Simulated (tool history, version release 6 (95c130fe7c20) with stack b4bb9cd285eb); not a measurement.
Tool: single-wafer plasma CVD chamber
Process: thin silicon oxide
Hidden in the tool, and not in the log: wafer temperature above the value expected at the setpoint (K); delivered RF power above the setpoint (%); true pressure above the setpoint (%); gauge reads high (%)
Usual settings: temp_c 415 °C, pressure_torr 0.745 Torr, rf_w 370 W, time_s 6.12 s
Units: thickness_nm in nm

run    hour  temp_c  pressure_torr  rf_w  time_s  wafers since the last listed run  hours since the last thermocouple change  hours since the last RF generator calibration  hours since the last manometer calibration  hours since the showerhead was replaced  hours since the gauge calibration  read-back reference wafer on the same gauge, thickness_nm  thickness_nm
  1       0     415          0.706   385    6.12                                 0                                      1600                                          208.9                                       188.1                                   6026.9                              733.2                                                     12.301        11.527
  2    62.6     415          0.745   370    6.12                              1763                                    1662.6                                          271.5                                       250.7                                   6089.5                              795.8                                                     12.298        12.079
  3   107.9     415          0.745   370    6.12                              1276                                    1707.9                                          316.8                                         296                                   6134.8                              841.1                                                     12.298        11.968
  4   162.4     415          0.745   370    6.12                              1535                                    1762.4                                          371.3                                       350.5                                   6189.3                              895.6                                                     12.297        12.029
  5   186.5     415          0.745   370    6.12                               678                                    1786.5                                          395.4                                       374.6                                   6213.4                              919.7                                                     12.297        12.005
  6   231.2     415          0.745   370    6.12                              1259                                    1831.2                                          440.1                                       419.3                                   6258.1                              964.4                                                     12.286        12.035
  7   272.6     415          0.745   370    6.97                              1166                                    1872.6                                          481.5                                       460.7                                   6299.5                             1005.8                                                      12.28        13.661
  8   317.9     415          0.745   370    6.97                              1276                                    1917.9                                          526.8                                         506                                   6344.8                             1051.1                                                     12.313        13.618
      362.2  -- gauge calibrated
  9   371.9     415          0.745   370    6.97                              1521                                    1971.9                                          580.8                                         560                                   6398.8                                9.7                                                     12.299        13.606
 10   436.1     405          0.745   370    6.12                              1808                                    2036.1                                            645                                       624.2                                     6463                               73.9                                                     12.299        12.021
 11   492.4     405          0.745   370    6.12                              1585                                    2092.4                                          701.3                                       680.5                                   6519.3                              130.2                                                     12.294        11.971
 12   553.4     405          0.745   370    6.12                              1718                                    2153.4                                          762.3                                       741.5                                   6580.3                              191.2                                                     12.294        11.983
      572.1  -- thermocouple changed; heater temperature recalibrated
 13   594.2     415          0.745   425    5.16                               923                                      22.1                                          803.1                                       782.3                                   6621.1                                232                                                     12.298        10.787
      617.2  -- RF generator calibrated
 14   658.8     415          0.745   370    6.12                              1594                                      86.7                                           41.6                                       846.9                                   6685.7                              296.6                                                     12.294        12.286
 15     689     415          0.745   395    5.33                               850                                     116.9                                           71.8                                       877.1                                   6715.9                              326.8                                                      12.31        11.052
      752.7  -- showerhead replaced
 16   805.8     415          0.745   370    6.12                              3064                                     233.7                                          188.6                                       993.9                                     53.1                              443.6                                                     12.281        12.267
 17   832.7     407          0.635   370    6.55                               757                                     260.6                                          215.5                                      1020.8                                       80                              470.5                                                     12.298        11.169
 18   884.7     405          0.876   335    5.63                              1464                                     312.6                                          267.5                                      1072.8                                      132                              522.5                                                     12.304        12.214
 19   938.1     404          0.745   370    6.12                              1504                                       366                                          320.9                                      1126.2                                    185.4                              575.9                                                      12.28        12.262
 20   992.5     415          0.745   370    7.31                              1532                                     420.4                                          375.3                                      1180.6                                    239.8                              630.3                                                     12.299        14.545
 21  1036.7     415          0.884   370    6.12                              1245                                     464.6                                          419.5                                      1224.8                                      284                              674.5                                                     12.295        14.109
     1062.4  -- capacitance manometer re-zeroed and calibrated
 22  1073.6     419          0.745   425    6.98                               814                                     501.5                                          456.4                                        11.2                                    320.9                              711.4                                                     12.302        14.141
 23    1121     415          0.745   370    6.12                              1335                                     548.9                                          503.8                                        58.6                                    368.3                              758.8                                                     12.304        11.632
 24  1152.3     415          0.745   370    6.12                               881                                     580.2                                          535.1                                        89.9                                    399.6                              790.1                                                     12.309         11.65
 25  1221.7     415          0.655   370    4.94                              1954                                     649.6                                          604.5                                       159.3                                      469                              859.5                                                     12.294         8.238
 26  1255.9     415          0.745   370    6.12                               963                                     683.8                                          638.7                                       193.5                                    503.2                              893.7                                                     12.315        11.634
 27  1321.5     404          0.745   345    7.17                              1847                                     749.4                                          704.3                                       259.1                                    568.8                              959.3                                                      12.32         13.17
     1377.4  -- RF generator calibrated
 28  1452.1     415          0.654   370     5.2                              3453                                       880                                           74.7                                       389.7                                    699.4                             1089.9                                                     12.296         9.014
 29  1520.3     415          0.745   370    6.12                              1921                                     948.2                                          142.9                                       457.9                                    767.6                             1158.1                                                     12.303        12.104

3 ways to go on from here, each from the tool as it stands after run 29. What would each give?
  A  1520.7     409          0.745   370    6.12                                11                                     948.6                                          143.3                                       458.3                                      768                             1158.5                                                          ?             ?
  B  1520.7     420           0.61   330    5.48                                11                                     948.6                                          143.3                                       458.3                                      768                             1158.5                                                          ?             ?
  C  1520.7     402           0.56   340    6.12                                11                                     948.6                                          143.3                                       458.3                                      768                             1158.5                                                          ?             ?

run  read-back reference wafer on the same gauge, thickness_nm  thickness_nm
  A                                                     12.314        12.124
  B                                                     12.314         8.187
  C                                                     12.314          8.58
Without the tool's hidden state the same runs would have given:
run  thickness_nm
  A        11.869
  B         7.995
  C         8.368

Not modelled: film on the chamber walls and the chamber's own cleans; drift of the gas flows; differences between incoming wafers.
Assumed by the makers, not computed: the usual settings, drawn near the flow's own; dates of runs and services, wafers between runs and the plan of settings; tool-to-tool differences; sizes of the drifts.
